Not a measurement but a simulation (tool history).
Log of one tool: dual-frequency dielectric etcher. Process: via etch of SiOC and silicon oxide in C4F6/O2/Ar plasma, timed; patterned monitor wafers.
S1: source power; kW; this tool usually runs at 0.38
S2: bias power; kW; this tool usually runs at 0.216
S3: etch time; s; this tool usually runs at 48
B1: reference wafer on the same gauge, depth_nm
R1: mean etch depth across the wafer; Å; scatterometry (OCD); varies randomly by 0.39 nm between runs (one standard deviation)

run	hour	S1	S2	S3	B1	R1
1	0	0.38	0.196	48	47.3	518
2	28	0.38	0.196	48	47.2	520
# hour 91.8: wet clean of the chamber
3	92.3	0.38	0.216	48	47.2	568
4	138.2	0.38	0.248	48	47.2	581
5	188.3	0.38	0.248	48	47.1	585
6	248.7	0.38	0.248	48	47.2	574
7	303.1	0.38	0.216	48	47.2	551
8	331.4	0.38	0.216	48	47.2	550
9	359.3	0.38	0.257	52.5	47	635
# hour 368: source power generator calibrated
10	421.6	0.38	0.238	48	47.2	564
# hour 428.1: gauge calibrated
11	450.8	0.32	0.235	39	47.2	420
12	489.2	0.38	0.216	48	47.2	536
# hour 528.3: upper electrode replaced
# hour 562.4: wet clean of the chamber
13	562.9	0.38	0.216	48	47.2	565
14	566.9	0.42	0.247	43.5	47.3	562
15	623.3	0.31	0.216	48	47.1	516
16	647.7	0.38	0.216	41	47.3	480
17	691.7	0.42	0.229	48	47.2	588
18	753.2	0.3	0.216	48	47.3	502
19	822.2	0.38	0.216	48	47.2	556
20	850.7	0.44	0.216	58	47.2	710
# hour 856: bias power generator calibrated
21	874.7	0.38	0.216	48	47.3	557
22	940	0.38	0.257	52.5	47.3	636
23	983.9	0.38	0.184	41.5	47.3	444
24	1030.2	0.38	0.239	48	47.1	561
# hour 1096.4: wet clean of the chamber
25	1097.5	0.38	0.216	55.5	47.2	650
26	1167.6	0.33	0.216	38	47.2	416
27	1220.6	0.47	0.256	39	47.2	517
28	1248.8	0.38	0.216	52	47.2	601
29	1283.5	0.34	0.198	59.5	47.2	637

5 options for the next run, each taken on its own from the tool as it stands now. Forecast them:
A	1283.9	0.45	0.216	48	?	?
B	1283.9	0.45	0.246	60.5	?	?
C	1283.9	0.32	0.236	55	?	?
D	1283.9	0.43	0.201	56.5	?	?
E	1283.9	0.41	0.185	38	?	?

run	B1	R1
A	47.1	589
B	47.1	772
C	47.1	602
D	47.1	666
E	47.1	428
What these runs would have given with no unlogged condition in the tool:
run	R1
A	599
B	785
C	612
D	677
E	436

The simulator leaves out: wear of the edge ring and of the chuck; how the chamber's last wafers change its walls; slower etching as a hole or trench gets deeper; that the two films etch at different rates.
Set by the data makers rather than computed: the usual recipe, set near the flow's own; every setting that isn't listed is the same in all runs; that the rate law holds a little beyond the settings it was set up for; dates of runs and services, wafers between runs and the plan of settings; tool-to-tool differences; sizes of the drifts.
